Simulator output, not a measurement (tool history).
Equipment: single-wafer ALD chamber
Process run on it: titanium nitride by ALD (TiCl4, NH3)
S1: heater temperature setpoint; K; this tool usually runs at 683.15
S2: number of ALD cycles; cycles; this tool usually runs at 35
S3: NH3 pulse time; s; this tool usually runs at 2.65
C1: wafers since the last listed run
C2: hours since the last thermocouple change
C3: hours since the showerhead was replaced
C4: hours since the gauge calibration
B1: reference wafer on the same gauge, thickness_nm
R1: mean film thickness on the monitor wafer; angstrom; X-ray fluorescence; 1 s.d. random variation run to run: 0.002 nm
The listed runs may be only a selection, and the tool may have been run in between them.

Run 1, day 0.000: usual settings; C1 0; C2 801.7; C3 3213.5; C4 588.8; B1 0.934. Result: R1 7.86 angstrom.
Run 2, day 2.983: usual settings; C1 381; C2 873.3; C3 3285.1; C4 660.4; B1 0.933. Result: R1 7.87 angstrom.
Run 3, day 5.600: usual settings but S2 37 cycles; C1 334; C2 936.1; C3 3347.9; C4 723.2; B1 0.934. Result: R1 8.37 angstrom.
Run 4, day 7.129: usual settings but S2 37 cycles; C1 195; C2 972.8; C3 3384.6; C4 759.9; B1 0.934. Result: R1 8.38 angstrom.
Run 5, day 8.862: usual settings; C1 221; C2 1014.4; C3 3426.2; C4 801.5; B1 0.935. Result: R1 7.88 angstrom.
Run 6, day 9.962: usual settings; C1 140; C2 1040.8; C3 3452.6; C4 827.9; B1 0.936. Result: R1 7.90 angstrom.
Run 7, day 12.317: usual settings; C1 300; C2 1097.3; C3 3509.1; C4 884.4; B1 0.935. Result: R1 7.89 angstrom.
Run 8, day 14.321: usual settings; C1 255; C2 1145.4; C3 3557.2; C4 932.5; B1 0.936. Result: R1 7.91 angstrom.
Run 9, day 15.362: usual settings; C1 133; C2 1170.4; C3 3582.2; C4 957.5; B1 0.937. Result: R1 7.86 angstrom.
Run 10, day 17.258: usual settings; C1 242; C2 1215.9; C3 3627.7; C4 1003.0; B1 0.936. Result: R1 7.90 angstrom.
Run 11, day 23.808: usual settings; C1 836; C2 1373.1; C3 3784.9; C4 1160.2; B1 0.938. Result: R1 7.96 angstrom.
At day 24.725: thermocouple changed; heater temperature recalibrated.
Run 12, day 25.579: usual settings; C1 183; C2 20.5; C3 3827.4; C4 1202.7; B1 0.940. Result: R1 7.89 angstrom.
Run 13, day 28.242: usual settings; C1 340; C2 84.4; C3 3891.3; C4 1266.6; B1 0.941. Result: R1 7.95 angstrom.
Run 14, day 29.708: usual settings; C1 187; C2 119.6; C3 3926.5; C4 1301.8; B1 0.941. Result: R1 7.94 angstrom.
Run 15, day 30.912: usual settings; C1 153; C2 148.5; C3 3955.4; C4 1330.7; B1 0.942. Result: R1 7.92 angstrom.
Run 16, day 32.183: usual settings; C1 162; C2 179.0; C3 3985.9; C4 1361.2; B1 0.942. Result: R1 7.97 angstrom.
Run 17, day 33.929: usual settings but S1 688.15 K; C1 222; C2 220.9; C3 4027.8; C4 1403.1; B1 0.942. Result: R1 7.96 angstrom.
At day 35.225: showerhead replaced.
Run 18, day 36.742: usual settings; C1 316; C2 288.4; C3 36.4; C4 1470.6; B1 0.945. Result: R1 7.94 angstrom.
Run 19, day 39.038: usual settings but S1 678.15 K, S3 1.60 s; C1 293; C2 343.5; C3 91.5; C4 1525.7; B1 0.944. Result: R1 7.82 angstrom.
At day 40.200: gauge calibrated.
Run 20, day 41.050: usual settings but S1 696.15 K, S3 1.82 s; C1 257; C2 391.8; C3 139.8; C4 20.4; B1 0.929. Result: R1 7.82 angstrom.
Run 21, day 42.833: usual settings but S1 673.15 K, S2 41 cycles, S3 2.31 s; C1 227; C2 434.6; C3 182.6; C4 63.2; B1 0.930. Result: R1 9.13 angstrom.
Run 22, day 44.621: usual settings; C1 228; C2 477.5; C3 225.5; C4 106.1; B1 0.930. Result: R1 7.84 angstrom.
Run 23, day 51.238: usual settings; C1 845; C2 636.3; C3 384.3; C4 264.9; B1 0.931. Result: R1 7.84 angstrom.
Run 24, day 53.975: usual settings but S1 674.15 K; C1 349; C2 702.0; C3 450.0; C4 330.6; B1 0.930. Result: R1 7.85 angstrom.
Run 25, day 56.950: usual settings; C1 379; C2 773.4; C3 521.4; C4 402.0; B1 0.931. Result: R1 7.85 angstrom.
Run 26, day 58.029: usual settings; C1 137; C2 799.3; C3 547.3; C4 427.9; B1 0.930. Result: R1 7.85 angstrom.
Run 27, day 65.425: usual settings; C1 944; C2 976.8; C3 724.8; C4 605.4; B1 0.932. Result: R1 7.87 angstrom.
Run 28, day 67.317: usual settings but S1 678.15 K, S2 30 cycles; C1 241; C2 1022.2; C3 770.2; C4 650.8; B1 0.933. Result: R1 6.73 angstrom.
Run 29, day 69.529: usual settings but S2 32 cycles, S3 3.53 s; C1 282; C2 1075.3; C3 823.3; C4 703.9; B1 0.933. Result: R1 7.25 angstrom.
At day 71.321: thermocouple changed; heater temperature recalibrated.
Run 30, day 72.338: usual settings but S1 690.15 K, S2 28 cycles, S3 3.62 s; C1 316; C2 24.4; C3 890.7; C4 771.3; B1 0.934. Result: R1 6.35 angstrom.
Run 31, day 75.329: usual settings; C1 382; C2 96.2; C3 962.5; C4 843.1; B1 0.934. Result: R1 7.86 angstrom.
Run 32, day 78.054: usual settings but S1 672.15 K, S2 32 cycles, S3 1.88 s; C1 348; C2 161.6; C3 1027.9; C4 908.5; B1 0.935. Result: R1 7.12 angstrom.
Run 33, day 79.388: usual settings; C1 170; C2 193.6; C3 1059.9; C4 940.5; B1 0.934. Result: R1 7.87 angstrom.
Run 34, day 81.067: usual settings but S2 41 cycles, S3 2.32 s; C1 214; C2 233.9; C3 1100.2; C4 980.8; B1 0.936. Result: R1 9.21 angstrom.
Run 35, day 83.475: usual settings; C1 307; C2 291.7; C3 1158.0; C4 1038.6; B1 0.936. Result: R1 7.88 angstrom.
Run 36, day 86.083: usual settings but S1 671.15 K, S2 41 cycles, S3 3.39 s; C1 333; C2 354.3; C3 1220.6; C4 1101.2; B1 0.937. Result: R1 9.33 angstrom.
Run 37, day 87.267: usual settings but S2 29 cycles, S3 1.68 s; C1 151; C2 382.7; C3 1249.0; C4 1129.6; B1 0.937. Result: R1 6.46 angstrom.
Run 38, day 88.412: usual settings but S1 696.15 K, S2 37 cycles, S3 1.64 s; C1 146; C2 410.2; C3 1276.5; C4 1157.1; B1 0.938. Result: R1 8.26 angstrom.
Run 39, day 90.425: usual settings; C1 257; C2 458.5; C3 1324.8; C4 1205.4; B1 0.938. Result: R1 7.93 angstrom.

Each row is a separate what-if for the run after 39, all from the same tool condition, not one after another. Results?
Run A, day 90.446: usual settings; C1 2; C2 459.0; C3 1325.3; C4 1205.9; B1 ?. Result: R1 ?.
Run B, day 90.446: usual settings but S1 670.15 K, S2 33 cycles, S3 3.30 s; C1 2; C2 459.0; C3 1325.3; C4 1205.9; B1 ?. Result: R1 ?.
Run C, day 90.446: usual settings but S2 39 cycles; C1 2; C2 459.0; C3 1325.3; C4 1205.9; B1 ?. Result: R1 ?.
Run D, day 90.446: usual settings but S2 33 cycles, S3 3.37 s; C1 2; C2 459.0; C3 1325.3; C4 1205.9; B1 ?. Result: R1 ?.
Run E, day 90.446: usual settings but S1 675.15 K, S2 32 cycles, S3 2.13 s; C1 2; C2 459.0; C3 1325.3; C4 1205.9; B1 ?. Result: R1 ?.

run     B1    R1
  A  0.939  7.93
  B  0.939  7.51
  C  0.939  8.84
  D  0.939  7.53
  E  0.939  7.19
The same runs, with their run-to-run variation unchanged, on a tool lacking any hidden condition would have given:
run    R1
  A  7.89
  B  7.47
  C  8.79
  D  7.48
  E  7.14
